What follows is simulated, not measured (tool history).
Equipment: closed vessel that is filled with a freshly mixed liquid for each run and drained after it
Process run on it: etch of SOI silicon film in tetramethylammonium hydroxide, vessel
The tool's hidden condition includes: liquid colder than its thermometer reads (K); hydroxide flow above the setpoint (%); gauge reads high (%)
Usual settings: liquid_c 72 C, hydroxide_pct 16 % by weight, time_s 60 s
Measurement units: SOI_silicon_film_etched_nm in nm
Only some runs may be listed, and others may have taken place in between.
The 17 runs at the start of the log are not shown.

run,hour,liquid_c,hydroxide_pct,time_s,wafers since the last listed run,hours since the thermometer was replaced,hours since the hydroxide flow meter was replaced,hours since the gauge calibration,"read-back film thickness of the SOI silicon film reference wafer, read on the same gauge (nm)",SOI_silicon_film_etched_nm
18,857.1,72,16,60,2521,113.7,239.6,697.6,39.98,401.29
19,881.4,80,20.5,30,1647,138,263.9,721.9,39.99,285.08
20,906.2,77.5,11.5,95,1681,162.8,288.7,746.7,40.02,999.39
21,941.5,72,16,60,2393,198.1,324,782,39.99,401.25
# hour 963.3: gauge calibrated
22,976.9,72,16,60,2399,233.5,359.4,13.6,40,399.89
23,1089.2,72,19,30,7612,345.8,471.7,125.9,40,185.36
24,1128.7,79,12.5,80,2677,385.3,511.2,165.4,39.98,879.97
25,1157.8,65,16,45,1972,414.4,540.3,194.5,39.99,194.27
26,1182.9,70,14,75,1701,439.5,565.4,219.6,40,458.78
27,1224.3,72,16,60,2806,480.9,606.8,261,40.01,391.4
28,1251.3,77.5,19.5,95,1830,507.9,633.8,288,39.99,781.46
29,1283.9,72,16,80,2209,540.5,666.4,320.6,39.96,522.17
30,1325,70,14,75,2786,581.6,707.5,361.7,40.03,453.89

Here are 5 independent what-if runs from the current tool condition. What would each one return?
A,1325.7,72,16,60,47,582.3,708.2,362.4,?,?
B,1325.7,69.5,13,90,47,582.3,708.2,362.4,?,?
C,1325.7,80,17.5,45,47,582.3,708.2,362.4,?,?
D,1325.7,75.5,19,45,47,582.3,708.2,362.4,?,?
E,1325.7,75.5,12,60,47,582.3,708.2,362.4,?,?

run,"read-back film thickness of the SOI silicon film reference wafer, read on the same gauge (nm)",SOI_silicon_film_etched_nm
A,39.96,392.97
B,39.96,556.79
C,39.96,448.77
D,39.96,336.08
E,39.96,545.28
Stripped of hidden state, with their random variation kept, the same runs would have yielded:
run,SOI_silicon_film_etched_nm
A,410.27
B,584.09
C,468.73
D,351.94
E,570.32
